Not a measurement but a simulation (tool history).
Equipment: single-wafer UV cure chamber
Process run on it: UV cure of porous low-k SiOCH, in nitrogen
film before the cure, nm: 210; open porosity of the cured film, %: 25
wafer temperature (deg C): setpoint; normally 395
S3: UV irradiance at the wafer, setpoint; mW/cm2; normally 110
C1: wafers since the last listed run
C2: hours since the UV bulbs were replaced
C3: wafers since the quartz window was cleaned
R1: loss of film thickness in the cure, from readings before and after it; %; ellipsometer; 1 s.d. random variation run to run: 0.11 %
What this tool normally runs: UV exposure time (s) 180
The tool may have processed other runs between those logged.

run 1 day=0 | wafer_temperature_(deg_C)=395 UV_exposure_time_(s)=180 S3=110 | C1=0 C2=2037.3 C3=2161 | R1=12.451
run 2 day=0.558 | wafer_temperature_(deg_C)=395 UV_exposure_time_(s)=180 S3=110 | C1=54 C2=2050.7 C3=2215 | R1=12.689
run 3 day=1.171 | wafer_temperature_(deg_C)=395 UV_exposure_time_(s)=180 S3=110 | C1=59 C2=2065.4 C3=2275 | R1=12.644
run 4 day=1.667 | wafer_temperature_(deg_C)=395 UV_exposure_time_(s)=180 S3=110 | C1=48 C2=2077.3 C3=2323 | R1=12.543
run 5 day=2.008 | wafer_temperature_(deg_C)=395 UV_exposure_time_(s)=265 S3=110 | C1=33 C2=2085.5 C3=2356 | R1=14.427
run 6 day=2.5 | wafer_temperature_(deg_C)=395 UV_exposure_time_(s)=265 S3=110 | C1=47 C2=2097.3 C3=2403 | R1=14.71
run 7 day=2.954 | wafer_temperature_(deg_C)=395 UV_exposure_time_(s)=225 S3=90 | C1=44 C2=2108.2 C3=2447 | R1=12.686
-- day=3.429 quartz window cleaned
run 8 day=3.45 | wafer_temperature_(deg_C)=395 UV_exposure_time_(s)=225 S3=90 | C1=15 C2=2120.1 C3=2 | R1=13.529

Predict the results of run 9:
run 9 day=4 | wafer_temperature_(deg_C)=414 UV_exposure_time_(s)=145 S3=110 | C1=53 C2=2133.3 C3=55 | R1=?

R1: 12.818 %
Take away the tool's hidden state, keep the run-to-run variation as it was, and the same run would have given R1 12.894 %.
